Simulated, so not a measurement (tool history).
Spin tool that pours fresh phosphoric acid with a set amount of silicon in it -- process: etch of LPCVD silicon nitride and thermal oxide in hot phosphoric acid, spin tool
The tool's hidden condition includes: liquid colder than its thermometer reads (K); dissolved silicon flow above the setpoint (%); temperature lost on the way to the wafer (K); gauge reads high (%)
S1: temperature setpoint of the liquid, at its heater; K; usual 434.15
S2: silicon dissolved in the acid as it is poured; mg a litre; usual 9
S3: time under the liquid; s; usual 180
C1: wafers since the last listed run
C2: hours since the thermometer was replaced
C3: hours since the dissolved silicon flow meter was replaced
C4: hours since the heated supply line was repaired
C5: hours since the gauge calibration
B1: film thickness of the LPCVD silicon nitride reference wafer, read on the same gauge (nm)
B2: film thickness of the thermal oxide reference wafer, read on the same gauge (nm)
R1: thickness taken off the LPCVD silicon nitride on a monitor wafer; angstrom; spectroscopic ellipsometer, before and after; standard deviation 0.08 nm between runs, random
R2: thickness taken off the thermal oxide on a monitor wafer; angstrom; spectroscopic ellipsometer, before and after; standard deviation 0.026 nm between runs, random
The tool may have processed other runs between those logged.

{"run": 1, "day": 0.0, "S1": 434.15, "S2": 9, "S3": 180, "C1": 0, "C2": 731.7, "C3": 658.3, "C4": 3151.9, "C5": 795.8, "B1": 49.93, "B2": 89.881, "R1": 153.4, "R2": 4.53}
{"run": 2, "day": 2.933, "S1": 434.15, "S2": 9, "S3": 180, "C1": 667, "C2": 802.1, "C3": 728.7, "C4": 3222.3, "C5": 866.2, "B1": 49.87, "B2": 89.851, "R1": 152.8, "R2": 4.21}
{"day": 4.492, "done": "dissolved silicon flow meter replaced"}
{"run": 3, "day": 6.954, "S1": 434.15, "S2": 9, "S3": 180, "C1": 905, "C2": 898.6, "C3": 59.1, "C4": 3318.8, "C5": 962.7, "B1": 49.81, "B2": 89.672, "R1": 150.7, "R2": 4.5}
{"run": 4, "day": 8.875, "S1": 434.15, "S2": 9, "S3": 180, "C1": 437, "C2": 944.7, "C3": 105.2, "C4": 3364.9, "C5": 1008.8, "B1": 49.79, "B2": 89.59, "R1": 153.3, "R2": 4.21}
{"run": 5, "day": 12.367, "S1": 434.15, "S2": 9, "S3": 180, "C1": 794, "C2": 1028.5, "C3": 189, "C4": 3448.7, "C5": 1092.6, "B1": 49.72, "B2": 89.461, "R1": 150.2, "R2": 4.59}
{"run": 6, "day": 16.154, "S1": 434.15, "S2": 9, "S3": 180, "C1": 862, "C2": 1119.4, "C3": 279.9, "C4": 3539.6, "C5": 1183.5, "B1": 49.62, "B2": 89.341, "R1": 152.3, "R2": 4.16}
{"run": 7, "day": 20.329, "S1": 434.15, "S2": 9, "S3": 180, "C1": 950, "C2": 1219.6, "C3": 380.1, "C4": 3639.8, "C5": 1283.7, "B1": 49.53, "B2": 89.141, "R1": 151, "R2": 4.46}
{"run": 8, "day": 24.8, "S1": 434.15, "S2": 11, "S3": 180, "C1": 1017, "C2": 1326.9, "C3": 487.4, "C4": 3747.1, "C5": 1391, "B1": 49.38, "B2": 88.916, "R1": 149.7, "R2": 4.29}
{"run": 9, "day": 26.392, "S1": 434.15, "S2": 9, "S3": 180, "C1": 362, "C2": 1365.1, "C3": 525.6, "C4": 3785.3, "C5": 1429.2, "B1": 49.34, "B2": 88.811, "R1": 151.3, "R2": 4.42}
{"run": 10, "day": 29.396, "S1": 434.15, "S2": 9, "S3": 180, "C1": 683, "C2": 1437.2, "C3": 597.7, "C4": 3857.4, "C5": 1501.3, "B1": 49.28, "B2": 88.689, "R1": 151.6, "R2": 4.44}
{"day": 31.554, "done": "heated supply line repaired"}
{"run": 11, "day": 33.338, "S1": 434.15, "S2": 9, "S3": 180, "C1": 887, "C2": 1531.8, "C3": 692.3, "C4": 42.8, "C5": 1595.9, "B1": 49.15, "B2": 88.416, "R1": 149.7, "R2": 4.28}
{"day": 33.412, "done": "dissolved silicon flow meter replaced"}
{"run": 12, "day": 37.312, "S1": 434.15, "S2": 9, "S3": 180, "C1": 895, "C2": 1627.2, "C3": 93.6, "C4": 138.2, "C5": 1691.3, "B1": 48.97, "B2": 88.22, "R1": 149.4, "R2": 4.38}
{"day": 41.346, "done": "thermometer replaced"}
{"run": 13, "day": 41.604, "S1": 432.65, "S2": 12, "S3": 225, "C1": 967, "C2": 6.2, "C3": 196.6, "C4": 241.2, "C5": 1794.3, "B1": 48.85, "B2": 87.943, "R1": 176, "R2": 4.56}
{"run": 14, "day": 43.533, "S1": 436.65, "S2": 11.5, "S3": 180, "C1": 439, "C2": 52.5, "C3": 242.9, "C4": 287.5, "C5": 1840.6, "B1": 48.81, "B2": 87.784, "R1": 163.2, "R2": 4.61}
{"day": 45.917, "done": "gauge calibrated"}
{"run": 15, "day": 47.396, "S1": 434.15, "S2": 9, "S3": 210, "C1": 879, "C2": 145.2, "C3": 335.6, "C4": 380.2, "C5": 35.5, "B1": 49.9, "B2": 89.852, "R1": 178.3, "R2": 5.33}
{"run": 16, "day": 50.35, "S1": 434.15, "S2": 9, "S3": 180, "C1": 672, "C2": 216.1, "C3": 406.5, "C4": 451.1, "C5": 106.4, "B1": 49.88, "B2": 89.809, "R1": 152.5, "R2": 4.43}
{"run": 17, "day": 54.025, "S1": 434.15, "S2": 9, "S3": 180, "C1": 836, "C2": 304.3, "C3": 494.7, "C4": 539.3, "C5": 194.6, "B1": 49.88, "B2": 89.84, "R1": 151.7, "R2": 4.39}
{"run": 18, "day": 55.679, "S1": 434.15, "S2": 9, "S3": 180, "C1": 376, "C2": 344, "C3": 534.4, "C4": 579, "C5": 234.3, "B1": 49.87, "B2": 89.757, "R1": 152.2, "R2": 4.66}
{"run": 19, "day": 58.783, "S1": 434.15, "S2": 9, "S3": 180, "C1": 706, "C2": 418.5, "C3": 608.9, "C4": 653.5, "C5": 308.8, "B1": 49.88, "B2": 89.772, "R1": 152.9, "R2": 5}
{"day": 61.129, "done": "dissolved silicon flow meter replaced"}
{"run": 20, "day": 61.446, "S1": 434.15, "S2": 4, "S3": 80, "C1": 596, "C2": 482.4, "C3": 7.6, "C4": 717.4, "C5": 372.7, "B1": 49.87, "B2": 89.714, "R1": 67.9, "R2": 2.25}
{"run": 21, "day": 63.842, "S1": 434.15, "S2": 12, "S3": 80, "C1": 545, "C2": 539.9, "C3": 65.1, "C4": 774.9, "C5": 430.2, "B1": 49.8, "B2": 89.72, "R1": 68, "R2": 1.94}
{"run": 22, "day": 67.762, "S1": 431.65, "S2": 5.5, "S3": 270, "C1": 892, "C2": 634, "C3": 159.2, "C4": 869, "C5": 524.3, "B1": 49.79, "B2": 89.63, "R1": 210.2, "R2": 5.83}
{"run": 23, "day": 70.667, "S1": 434.15, "S2": 9, "S3": 120, "C1": 661, "C2": 703.7, "C3": 228.9, "C4": 938.7, "C5": 594, "B1": 49.77, "B2": 89.551, "R1": 101.4, "R2": 2.93}

3 options for the next run, each taken on its own from the tool as it stands now. Forecast them:
{"run": "A", "day": 70.688, "S1": 434.15, "S2": 9, "S3": 180, "C1": 4, "C2": 704.2, "C3": 229.4, "C4": 939.2, "C5": 594.5, "B1": "?", "B2": "?", "R1": "?", "R2": "?"}
{"run": "B", "day": 70.688, "S1": 431.65, "S2": 7, "S3": 150, "C1": 4, "C2": 704.2, "C3": 229.4, "C4": 939.2, "C5": 594.5, "B1": "?", "B2": "?", "R1": "?", "R2": "?"}
{"run": "C", "day": 70.688, "S1": 433.15, "S2": 12, "S3": 120, "C1": 4, "C2": 704.2, "C3": 229.4, "C4": 939.2, "C5": 594.5, "B1": "?", "B2": "?", "R1": "?", "R2": "?"}

run=A B1=49.76 B2=89.6 R1=151.5 R2=4.17
run=B B1=49.76 B2=89.6 R1=116.1 R2=3.01
run=C B1=49.76 B2=89.6 R1=97.7 R2=2.42
Without the tool's hidden state the same runs would have given:
run=A R1=152.3 R2=4.19
run=B R1=116.7 R2=3.03
run=C R1=98.2 R2=2.43
